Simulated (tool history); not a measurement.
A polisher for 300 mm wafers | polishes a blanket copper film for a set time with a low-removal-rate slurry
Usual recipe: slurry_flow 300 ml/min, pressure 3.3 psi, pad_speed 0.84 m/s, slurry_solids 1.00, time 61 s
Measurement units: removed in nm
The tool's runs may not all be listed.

run   hour  slurry_flow  pressure  pad_speed  slurry_solids  time  wafers since the last listed run  wafers polished on this pad  hours since the slurry nozzle was cleaned  hours since the head pressure was calibrated  hours since the slurry blender was calibrated  incoming thickness of the incoming film, nm  removed
  1    0.0          300       3.3       0.84           1.00    61                                 0                          847                                      504.9                                         312.7                                          213.2                                       1449.7    165.2
  2    7.7          300       3.3       0.84           1.00    61                                97                          944                                      512.6                                         320.4                                          220.9                                       1457.1    163.7
      12.4  -- worn pad replaced by a new one
  3   20.1          300       3.3       0.84           1.00    61                               105                           97                                      525.0                                         332.8                                          233.3                                       1457.1    168.2
  4   34.1          300       3.3       0.84           1.00    61                               176                          273                                      539.0                                         346.8                                          247.3                                       1469.2    166.9
  5   45.4          300       3.3       0.84           1.00    61                               142                          416                                      550.3                                         358.1                                          258.6                                       1445.6    165.4
  6   53.5          300       2.8       0.84           1.00    61                               102                          518                                      558.4                                         366.2                                          266.7                                       1452.2    143.8
  7   64.8          300       2.8       0.84           1.00    61                               142                          660                                      569.7                                         377.5                                          278.0                                       1465.8    140.7
      69.9  -- slurry nozzle cleaned
  8   76.4          300       2.8       0.84           1.00    61                               133                          794                                        6.5                                         389.1                                          289.6                                       1431.7    143.7
  9   87.5          240       3.3       0.84           1.00    61                               139                          934                                       17.6                                         400.2                                          300.7                                       1423.4    166.9
 10   94.4          300       3.3       0.84           1.15    61                                86                         1021                                       24.5                                         407.1                                          307.6                                       1436.0    172.2
     105.5  -- worn pad replaced by a new one
 11  109.6          300       3.8       0.56           1.00    61                               141                           51                                       39.7                                         422.3                                          322.8                                       1450.0    139.3
 12  117.1          300       2.4       0.84           1.00    61                                94                          146                                       47.2                                         429.8                                          330.3                                       1457.6    124.3
 13  124.2          300       3.3       0.84           1.00    61                                89                          236                                       54.3                                         436.9                                          337.4                                       1455.2    168.2
     129.4  -- slurry blender recalibrated
 14  131.7          300       2.2       0.84           1.00    67                                69                          305                                       61.8                                         444.4                                            2.3                                       1449.6    124.6
 15  141.3          335       3.8       0.84           1.00    54                               120                          426                                       71.4                                         454.0                                           11.9                                       1437.4    173.9
     151.9  -- head pressure recalibrated
 16  165.2          230       3.3       0.98           1.00    61                               276                          702                                       95.3                                          13.3                                           35.8                                       1480.4    196.6
 17  177.4          300       4.0       0.60           1.00    61                               153                          856                                      107.5                                          25.5                                           48.0                                       1426.9    161.9
     189.9  -- worn pad replaced by a new one
 18  190.4          300       3.3       0.84           1.00    40                               113                            6                                      120.5                                          38.5                                           61.0                                       1456.2    116.7
 19  205.3          300       3.0       0.84           1.00    79                               187                          193                                      135.4                                          53.4                                           75.9                                       1435.4    209.5
 20  218.4          300       3.3       0.84           1.00    61                               165                          359                                      148.5                                          66.5                                           89.0                                       1450.5    180.9
 21  226.6          355       3.3       0.84           1.00    61                               103                          462                                      156.7                                          74.7                                           97.2                                       1419.9    179.1
 22  234.8          335       3.3       0.76           1.00    61                               103                          565                                      164.9                                          82.9                                          105.4                                       1459.4    166.0
     242.4  -- head pressure recalibrated, repeated, since the last time left the tool worse
 23  242.9          300       3.3       0.84           1.00    61                                76                          642                                      173.0                                           0.5                                          113.5                                       1455.8    164.0
 24  254.6          300       2.4       0.84           1.00    61                               147                          790                                      184.7                                          12.2                                          125.2                                       1446.7    118.5
 25  265.2          300       3.3       0.84           1.00    61                               133                          923                                      195.3                                          22.8                                          135.8                                       1456.2    166.9
     272.6  -- worn pad replaced by a new one
 26  279.5          300       3.3       0.84           1.00    61                               129                           86                                      209.6                                          37.1                                          150.1                                       1447.1    162.9

What will run 27 give?
 27  289.7          300       3.3       0.84           1.00    61                               128                          215                                      219.8                                          47.3                                          160.3                                       1456.2        ?

removed: 163.7 nm
With no hidden state in the tool, this same run would have given removed 163.0 nm.

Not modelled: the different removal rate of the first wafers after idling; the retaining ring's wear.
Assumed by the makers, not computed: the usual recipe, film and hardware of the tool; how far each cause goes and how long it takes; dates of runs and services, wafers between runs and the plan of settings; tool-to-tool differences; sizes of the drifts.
